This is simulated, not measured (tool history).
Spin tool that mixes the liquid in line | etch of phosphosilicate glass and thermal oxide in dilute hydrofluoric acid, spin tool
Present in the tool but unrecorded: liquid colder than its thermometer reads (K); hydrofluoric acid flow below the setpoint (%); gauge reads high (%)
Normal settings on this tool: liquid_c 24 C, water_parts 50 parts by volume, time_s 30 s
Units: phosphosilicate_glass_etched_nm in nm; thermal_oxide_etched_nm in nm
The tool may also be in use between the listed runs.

run,hour,liquid_c,water_parts,time_s,wafers since the last listed run,hours since the thermometer was replaced,hours since the hydrofluoric acid flow meter was replaced,hours since the gauge calibration,"read-back film thickness of the phosphosilicate glass reference wafer, read on the same gauge (nm)","read-back film thickness of the thermal oxide reference wafer, read on the same gauge (nm)",phosphosilicate_glass_etched_nm,thermal_oxide_etched_nm
1,0,24,45,30,0,91.8,445.1,524.9,119.98,29.995,46.11,3.399
2,53,24,45,30,543,144.8,498.1,577.9,120.03,30.001,45.61,3.385
3,131.5,22,50,30,805,223.3,576.6,656.4,119.99,30.018,38.11,2.787
4,174.7,20,70,30,443,266.5,619.8,699.6,120,29.964,24.23,1.793
5,220.3,20,70,30,467,312.1,665.4,745.2,120,29.984,24.09,1.787
6,499.5,20,70,30,2864,591.3,944.6,1024.4,120,29.997,24.16,1.79
7,549.2,24,50,30,509,641,994.3,1074.1,119.99,30.007,40.31,2.989
8,626.3,24,50,30,790,718.1,1071.4,1151.2,120,29.985,41.06,3.023
9,697.8,24,50,30,733,789.6,1142.9,1222.7,120,30.017,40.72,3.001
10,776.7,27,65,30,809,868.5,1221.8,1301.6,120.01,30.006,34.26,2.576
11,864.1,24,50,30,896,955.9,1309.2,1389,120,29.975,40.9,2.968
12,961.1,24,50,30,995,1052.9,1406.2,1486,120.01,29.979,40.36,3.005
13,1009.6,24,30,30,497,1101.4,1454.7,1534.5,119.99,30.04,68.37,5.127
14,1109.5,22.5,60,35,1024,1201.3,1554.6,1634.4,120.01,30.012,36.56,2.69
# hour 1142.4: hydrofluoric acid flow meter replaced
# hour 1156.9: gauge calibrated
15,1416.6,28.5,50,30,3140,1508.4,274.2,259.7,119.99,30.003,48.17,3.592
16,1464.3,27.5,25,30,489,1556.1,321.9,307.4,120.01,29.991,96.61,7.009
17,1503.8,20.5,35,45,405,1595.6,361.4,346.9,120,29.99,75.51,5.547
18,1606.2,24,50,30,1050,1698,463.8,449.3,120.03,30.026,39.58,2.923
19,1660.4,24,50,30,556,1752.2,518,503.5,119.99,29.986,40.75,2.942
20,1740.2,21,60,30,818,1832,597.8,583.3,120,29.963,28.82,2.118
# hour 1750.5: thermometer replaced
21,1834.9,21,30,15,961,84.4,692.5,678,119.98,29.981,31.16,2.289
22,1876.9,20.5,60,15,430,126.4,734.5,720,119.99,29.978,14.45,1.072
23,1934.4,24,60,30,589,183.9,792,777.5,120.02,30.007,33.94,2.51
24,1981.4,24,30,30,482,230.9,839,824.5,120,30.013,70.25,5.205
25,2046.3,27,50,30,665,295.8,903.9,889.4,120.01,30.001,45.96,3.478
26,2124.9,19,50,15,806,374.4,982.5,968,120.02,29.976,16.77,1.219

Forecast run 27:
27,2383.6,26.5,50,30,2653,633.1,1241.2,1226.7,?,?,?,?

read-back film thickness of the phosphosilicate glass reference wafer, read on the same gauge (nm): 119.99
read-back film thickness of the thermal oxide reference wafer, read on the same gauge (nm): 30.024
phosphosilicate_glass_etched_nm: 45.17 nm
thermal_oxide_etched_nm: 3.359 nm
With the hidden condition absent and the run-to-run variation left alone, this run would have shown phosphosilicate_glass_etched_nm 45.74 nm, thermal_oxide_etched_nm 3.402 nm.
